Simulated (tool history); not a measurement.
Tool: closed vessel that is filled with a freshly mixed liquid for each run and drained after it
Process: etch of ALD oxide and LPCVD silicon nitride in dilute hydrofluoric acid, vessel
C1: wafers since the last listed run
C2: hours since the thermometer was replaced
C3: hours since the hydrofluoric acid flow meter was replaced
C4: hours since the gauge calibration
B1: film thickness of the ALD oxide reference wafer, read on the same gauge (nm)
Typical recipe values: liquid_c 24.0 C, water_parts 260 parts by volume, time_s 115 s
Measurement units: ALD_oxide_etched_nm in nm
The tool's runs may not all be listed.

run 1 hour=0.0 | liquid_c=24.0 water_parts=260 time_s=115 | C1=0 C2=2609.1 C3=551.6 C4=129.4 | B1=99.97 | ALD_oxide_etched_nm=9.18
run 2 hour=9.8 | liquid_c=24.0 water_parts=260 time_s=115 | C1=1265 C2=2618.9 C3=561.4 C4=139.2 | B1=100.01 | ALD_oxide_etched_nm=9.30
run 3 hour=20.4 | liquid_c=24.0 water_parts=260 time_s=115 | C1=1369 C2=2629.5 C3=572.0 C4=149.8 | B1=99.97 | ALD_oxide_etched_nm=9.26
run 4 hour=27.8 | liquid_c=24.0 water_parts=260 time_s=115 | C1=955 C2=2636.9 C3=579.4 C4=157.2 | B1=100.03 | ALD_oxide_etched_nm=9.26
run 5 hour=40.0 | liquid_c=24.0 water_parts=260 time_s=115 | C1=1575 C2=2649.1 C3=591.6 C4=169.4 | B1=99.98 | ALD_oxide_etched_nm=9.31
run 6 hour=53.1 | liquid_c=24.0 water_parts=215 time_s=145 | C1=1691 C2=2662.2 C3=604.7 C4=182.5 | B1=99.95 | ALD_oxide_etched_nm=14.70
run 7 hour=74.3 | liquid_c=24.0 water_parts=215 time_s=145 | C1=2738 C2=2683.4 C3=625.9 C4=203.7 | B1=100.01 | ALD_oxide_etched_nm=14.70
run 8 hour=80.5 | liquid_c=24.0 water_parts=260 time_s=115 | C1=800 C2=2689.6 C3=632.1 C4=209.9 | B1=99.99 | ALD_oxide_etched_nm=9.05
-- hour=88.4 gauge calibrated
-- hour=89.2 hydrofluoric acid flow meter replaced
run 9 hour=91.6 | liquid_c=24.0 water_parts=260 time_s=170 | C1=1304 C2=2700.7 C3=2.4 C4=3.2 | B1=100.02 | ALD_oxide_etched_nm=12.29
run 10 hour=102.9 | liquid_c=21.5 water_parts=335 time_s=80 | C1=1459 C2=2712.0 C3=13.7 C4=14.5 | B1=99.98 | ALD_oxide_etched_nm=3.74
run 11 hour=114.5 | liquid_c=21.0 water_parts=370 time_s=135 | C1=1498 C2=2723.6 C3=25.3 C4=26.1 | B1=100.03 | ALD_oxide_etched_nm=5.43
-- hour=133.3 thermometer replaced
-- hour=139.8 hydrofluoric acid flow meter replaced, repeated, since the last time left the tool worse
run 12 hour=148.4 | liquid_c=28.0 water_parts=365 time_s=55 | C1=4120 C2=15.1 C3=8.6 C4=60.0 | B1=100.03 | ALD_oxide_etched_nm=3.49
run 13 hour=159.8 | liquid_c=24.0 water_parts=260 time_s=115 | C1=1472 C2=26.5 C3=20.0 C4=71.4 | B1=100.00 | ALD_oxide_etched_nm=9.98
run 14 hour=166.8 | liquid_c=24.0 water_parts=260 time_s=45 | C1=904 C2=33.5 C3=27.0 C4=78.4 | B1=100.00 | ALD_oxide_etched_nm=3.85
run 15 hour=180.7 | liquid_c=24.0 water_parts=175 time_s=115 | C1=1795 C2=47.4 C3=40.9 C4=92.3 | B1=100.02 | ALD_oxide_etched_nm=16.34
run 16 hour=198.7 | liquid_c=24.0 water_parts=260 time_s=115 | C1=2324 C2=65.4 C3=58.9 C4=110.3 | B1=100.01 | ALD_oxide_etched_nm=10.00
run 17 hour=212.3 | liquid_c=24.0 water_parts=260 time_s=115 | C1=1756 C2=79.0 C3=72.5 C4=123.9 | B1=100.02 | ALD_oxide_etched_nm=9.92

Each row is a separate what-if for the run after 17, all from the same tool condition, not one after another. Results?
run A hour=213.0 | liquid_c=24.0 water_parts=260 time_s=55 | C1=90 C2=79.7 C3=73.2 C4=124.6 | B1=? | ALD_oxide_etched_nm=?
run B hour=213.0 | liquid_c=27.0 water_parts=355 time_s=50 | C1=90 C2=79.7 C3=73.2 C4=124.6 | B1=? | ALD_oxide_etched_nm=?
run C hour=213.0 | liquid_c=19.0 water_parts=135 time_s=70 | C1=90 C2=79.7 C3=73.2 C4=124.6 | B1=? | ALD_oxide_etched_nm=?
run D hour=213.0 | liquid_c=24.0 water_parts=380 time_s=170 | C1=90 C2=79.7 C3=73.2 C4=124.6 | B1=? | ALD_oxide_etched_nm=?
run E hour=213.0 | liquid_c=20.5 water_parts=340 time_s=90 | C1=90 C2=79.7 C3=73.2 C4=124.6 | B1=? | ALD_oxide_etched_nm=?

run=A B1=100.01 ALD_oxide_etched_nm=4.67
run=B B1=100.01 ALD_oxide_etched_nm=3.13
run=C B1=100.01 ALD_oxide_etched_nm=10.77
run=D B1=100.01 ALD_oxide_etched_nm=8.80
run=E B1=100.01 ALD_oxide_etched_nm=4.79
What these runs would have given with no unlogged condition in the tool:
run=A ALD_oxide_etched_nm=4.73
run=B ALD_oxide_etched_nm=3.17
run=C ALD_oxide_etched_nm=10.89
run=D ALD_oxide_etched_nm=8.92
run=E ALD_oxide_etched_nm=4.85

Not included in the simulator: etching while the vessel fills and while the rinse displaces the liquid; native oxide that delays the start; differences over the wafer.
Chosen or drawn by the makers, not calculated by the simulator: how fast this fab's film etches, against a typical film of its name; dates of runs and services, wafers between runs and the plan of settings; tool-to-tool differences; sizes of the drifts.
